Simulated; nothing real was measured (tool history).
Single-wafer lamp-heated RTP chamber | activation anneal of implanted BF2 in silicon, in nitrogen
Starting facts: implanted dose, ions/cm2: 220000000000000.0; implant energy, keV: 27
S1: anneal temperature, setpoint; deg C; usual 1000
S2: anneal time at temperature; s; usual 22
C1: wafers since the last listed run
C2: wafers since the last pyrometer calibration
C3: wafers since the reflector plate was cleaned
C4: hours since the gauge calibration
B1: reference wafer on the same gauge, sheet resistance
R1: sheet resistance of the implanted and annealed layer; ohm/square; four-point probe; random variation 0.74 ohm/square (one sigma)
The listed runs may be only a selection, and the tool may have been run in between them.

{"run": 1, "hour": 0.0, "S1": 1000, "S2": 22, "C1": 0, "C2": 5224, "C3": 3266, "C4": 1760.9, "B1": 533.14, "R1": 495.38}
{"run": 2, "hour": 52.1, "S1": 1000, "S2": 22, "C1": 614, "C2": 5839, "C3": 3880, "C4": 1813, "B1": 533.42, "R1": 494.43}
{"hour": 94.9, "done": "pyrometer window cleaned and pyrometer calibrated"}
{"run": 3, "hour": 136.3, "S1": 1000, "S2": 22, "C1": 898, "C2": 488, "C3": 4779, "C4": 1897.2, "B1": 532.83, "R1": 494.15}
{"run": 4, "hour": 186.9, "S1": 1000, "S2": 22, "C1": 596, "C2": 1084, "C3": 5375, "C4": 1947.8, "B1": 533.21, "R1": 493.71}
{"hour": 211.4, "done": "reflector plate cleaned"}
{"run": 5, "hour": 263.8, "S1": 1000, "S2": 22, "C1": 812, "C2": 1896, "C3": 617, "C4": 2024.7, "B1": 532.85, "R1": 494.64}
{"run": 6, "hour": 310.6, "S1": 992, "S2": 27, "C1": 551, "C2": 2448, "C3": 1169, "C4": 2071.5, "B1": 533.09, "R1": 495.95}
{"run": 7, "hour": 396.2, "S1": 1000, "S2": 22, "C1": 1009, "C2": 3457, "C3": 2178, "C4": 2157.1, "B1": 533, "R1": 494.24}
{"run": 8, "hour": 489.7, "S1": 1000, "S2": 22, "C1": 1102, "C2": 4560, "C3": 3280, "C4": 2250.6, "B1": 532.81, "R1": 493.65}
{"run": 9, "hour": 533.0, "S1": 976, "S2": 22, "C1": 510, "C2": 5070, "C3": 3791, "C4": 2293.9, "B1": 532.79, "R1": 503.76}
{"run": 10, "hour": 571.0, "S1": 976, "S2": 22, "C1": 447, "C2": 5518, "C3": 4239, "C4": 2331.9, "B1": 533.24, "R1": 501.8}
{"run": 11, "hour": 626.9, "S1": 1000, "S2": 22, "C1": 658, "C2": 6177, "C3": 4898, "C4": 2387.8, "B1": 533.01, "R1": 495.33}
{"hour": 652.9, "done": "pyrometer window cleaned and pyrometer calibrated"}
{"run": 12, "hour": 702.6, "S1": 1000, "S2": 22, "C1": 798, "C2": 585, "C3": 5696, "C4": 2463.5, "B1": 533.17, "R1": 494.28}
{"hour": 704.1, "done": "gauge calibrated"}
{"hour": 787.8, "done": "reflector plate cleaned"}
{"run": 13, "hour": 791.6, "S1": 1000, "S2": 22, "C1": 954, "C2": 1540, "C3": 44, "C4": 87.5, "B1": 532.85, "R1": 495.58}
{"run": 14, "hour": 843.4, "S1": 981, "S2": 22, "C1": 610, "C2": 2151, "C3": 655, "C4": 139.3, "B1": 533.08, "R1": 501.4}
{"run": 15, "hour": 944.2, "S1": 981, "S2": 22, "C1": 1188, "C2": 3339, "C3": 1843, "C4": 240.1, "B1": 533.17, "R1": 500.98}
{"run": 16, "hour": 994.7, "S1": 1000, "S2": 22, "C1": 595, "C2": 3935, "C3": 2438, "C4": 290.6, "B1": 532.85, "R1": 496.31}
{"run": 17, "hour": 1092.3, "S1": 973, "S2": 28, "C1": 1150, "C2": 5085, "C3": 3589, "C4": 388.2, "B1": 533.19, "R1": 503.85}
{"run": 18, "hour": 1153.4, "S1": 981, "S2": 22, "C1": 720, "C2": 5805, "C3": 4309, "C4": 449.3, "B1": 533.13, "R1": 500.69}
{"run": 19, "hour": 1213.0, "S1": 1000, "S2": 22, "C1": 702, "C2": 6508, "C3": 5012, "C4": 508.9, "B1": 533.11, "R1": 495.06}
{"hour": 1300.5, "done": "pyrometer window cleaned and pyrometer calibrated"}
{"hour": 1315.1, "done": "reflector plate cleaned"}
{"run": 20, "hour": 1315.6, "S1": 973, "S2": 26, "C1": 1020, "C2": 83, "C3": 5, "C4": 611.5, "B1": 532.89, "R1": 504.08}
{"run": 21, "hour": 1400.5, "S1": 981, "S2": 22, "C1": 1000, "C2": 1084, "C3": 1006, "C4": 696.4, "B1": 532.85, "R1": 500.48}
{"run": 22, "hour": 1456.0, "S1": 982, "S2": 12, "C1": 654, "C2": 1738, "C3": 1660, "C4": 751.9, "B1": 532.93, "R1": 502.63}
{"run": 23, "hour": 1536.2, "S1": 1017, "S2": 31, "C1": 945, "C2": 2683, "C3": 2606, "C4": 832.1, "B1": 533.28, "R1": 489.65}
{"run": 24, "hour": 1634.4, "S1": 1027, "S2": 15, "C1": 1157, "C2": 3841, "C3": 3764, "C4": 930.3, "B1": 533.04, "R1": 493.55}
{"run": 25, "hour": 1727.4, "S1": 990, "S2": 18, "C1": 1096, "C2": 4937, "C3": 4860, "C4": 1023.3, "B1": 533.49, "R1": 496.94}
{"run": 26, "hour": 1775.8, "S1": 979, "S2": 22, "C1": 570, "C2": 5508, "C3": 5430, "C4": 1071.7, "B1": 533.49, "R1": 501.94}
{"run": 27, "hour": 1864.1, "S1": 1000, "S2": 22, "C1": 1040, "C2": 6549, "C3": 6471, "C4": 1160, "B1": 533.13, "R1": 495.18}
{"hour": 1890.6, "done": "pyrometer window cleaned and pyrometer calibrated"}
{"run": 28, "hour": 1920.1, "S1": 1000, "S2": 32, "C1": 565, "C2": 348, "C3": 7037, "C4": 1216, "B1": 533, "R1": 493.83}
{"hour": 1950.2, "done": "reflector plate cleaned"}
{"run": 29, "hour": 2010.7, "S1": 990, "S2": 25, "C1": 973, "C2": 1321, "C3": 712, "C4": 1306.6, "B1": 532.9, "R1": 496.17}
{"run": 30, "hour": 2086.0, "S1": 1019, "S2": 22, "C1": 887, "C2": 2209, "C3": 1600, "C4": 1381.9, "B1": 532.85, "R1": 492.12}
{"run": 31, "hour": 2140.1, "S1": 1000, "S2": 22, "C1": 637, "C2": 2847, "C3": 2238, "C4": 1436, "B1": 532.95, "R1": 495.42}
{"run": 32, "hour": 2212.1, "S1": 1000, "S2": 22, "C1": 848, "C2": 3696, "C3": 3087, "C4": 1508, "B1": 533.04, "R1": 494.22}
{"run": 33, "hour": 2268.4, "S1": 1021, "S2": 11, "C1": 663, "C2": 4359, "C3": 3750, "C4": 1564.3, "B1": 532.86, "R1": 496.92}
{"run": 34, "hour": 2370.7, "S1": 985, "S2": 26, "C1": 1205, "C2": 5565, "C3": 4956, "C4": 1666.6, "B1": 532.65, "R1": 497.86}
{"hour": 2462.0, "done": "reflector plate cleaned"}
{"run": 35, "hour": 2472.9, "S1": 1000, "S2": 22, "C1": 1110, "C2": 6676, "C3": 128, "C4": 1768.8, "B1": 532.93, "R1": 493.57}
{"hour": 2541.0, "done": "pyrometer window cleaned and pyrometer calibrated"}
{"run": 36, "hour": 2566.8, "S1": 1000, "S2": 22, "C1": 1012, "C2": 303, "C3": 1141, "C4": 1862.7, "B1": 533.27, "R1": 494.2}

Give the tool's hidden conditions for every run:
true wafer temperature minus pyrometer reading, K: 0 across all the runs
wafer temperature error from the tarnished reflector plate, K: 0 across all the runs
gauge reads high (%): 0 across all the runs
